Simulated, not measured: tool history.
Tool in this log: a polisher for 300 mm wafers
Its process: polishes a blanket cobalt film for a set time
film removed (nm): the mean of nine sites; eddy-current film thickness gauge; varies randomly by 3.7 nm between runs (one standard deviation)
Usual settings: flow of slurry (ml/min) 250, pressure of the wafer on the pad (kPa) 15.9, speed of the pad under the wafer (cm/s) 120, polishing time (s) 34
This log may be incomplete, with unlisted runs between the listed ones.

run,hour,flow of slurry (ml/min),pressure of the wafer on the pad (kPa),speed of the pad under the wafer (cm/s),polishing time (s),wafers since the last listed run,wafers polished on this pad,hours since the slurry nozzle was cleaned,hours since the head pressure was calibrated,"incoming thickness of the incoming film, nm",film removed (nm)
1,0.0,310,15.9,106,34,0,585,474.7,48.6,1082.0,260.9
# hour 62.8: worn pad replaced by a new one
2,79.9,310,15.9,106,34,671,150,554.6,128.5,1078.4,271.6
3,105.7,310,15.9,106,34,228,378,580.4,154.3,1085.6,268.3
4,133.9,315,15.9,120,40,249,628,608.6,182.5,1062.8,348.7
5,165.2,315,15.9,120,40,276,905,639.9,213.8,1079.6,354.3
# hour 191.4: worn pad replaced by a new one
6,192.2,250,15.9,120,34,203,6,666.9,240.8,1091.9,304.1
7,214.5,250,15.9,120,34,197,203,689.2,263.1,1059.5,301.8
8,236.4,250,15.9,120,34,193,397,711.1,285.0,1092.3,304.5
9,263.5,250,15.9,120,34,239,637,738.2,312.1,1068.5,308.9
# hour 287.7: head pressure recalibrated
10,291.7,250,15.9,120,34,231,868,766.4,4.0,1078.1,273.3
# hour 305.1: worn pad replaced by a new one
11,327.4,170,17.9,150,41,280,197,802.1,39.7,1083.0,413.4
# hour 338.3: slurry nozzle cleaned
12,382.1,295,17.2,150,43,474,672,43.8,94.4,1081.0,440.3
13,398.6,250,18.6,120,34,145,818,60.3,110.9,1070.0,310.0
14,411.1,160,15.9,142,34,110,928,72.8,123.4,1095.4,298.1
# hour 419.6: worn pad replaced by a new one
15,432.1,220,12.4,136,34,150,110,93.8,144.4,1069.8,231.3
16,463.0,310,15.9,120,34,273,383,124.7,175.3,1057.3,286.1
17,519.4,310,15.9,106,34,498,882,181.1,231.7,1081.1,266.5
# hour 532.6: worn pad replaced by a new one
18,541.3,250,15.9,120,34,158,77,203.0,253.6,1092.6,292.2
19,560.7,190,17.9,120,34,171,248,222.4,273.0,1092.2,323.3
# hour 571.1: head pressure recalibrated
20,583.0,340,15.9,120,34,179,428,244.7,11.9,1079.8,273.7

Predict each of these 5 candidate next runs independently; none follows another, all start after run 20:
A,583.4,250,15.9,120,30,3,431,245.1,12.3,1096.4,?
B,583.4,300,11.0,162,45,3,431,245.1,12.3,1096.4,?
C,583.4,250,17.9,120,24,3,431,245.1,12.3,1096.4,?
D,583.4,215,19.3,144,24,3,431,245.1,12.3,1096.4,?
E,583.4,250,15.9,140,34,3,431,245.1,12.3,1096.4,?

run,film removed (nm)
A,239.6
B,307.9
C,216.7
D,259.8
E,299.7
Take away the tool's hidden state, keep each run's random variation, and the runs would have read:
run,film removed (nm)
A,241.0
B,309.6
C,217.9
D,261.2
E,301.3
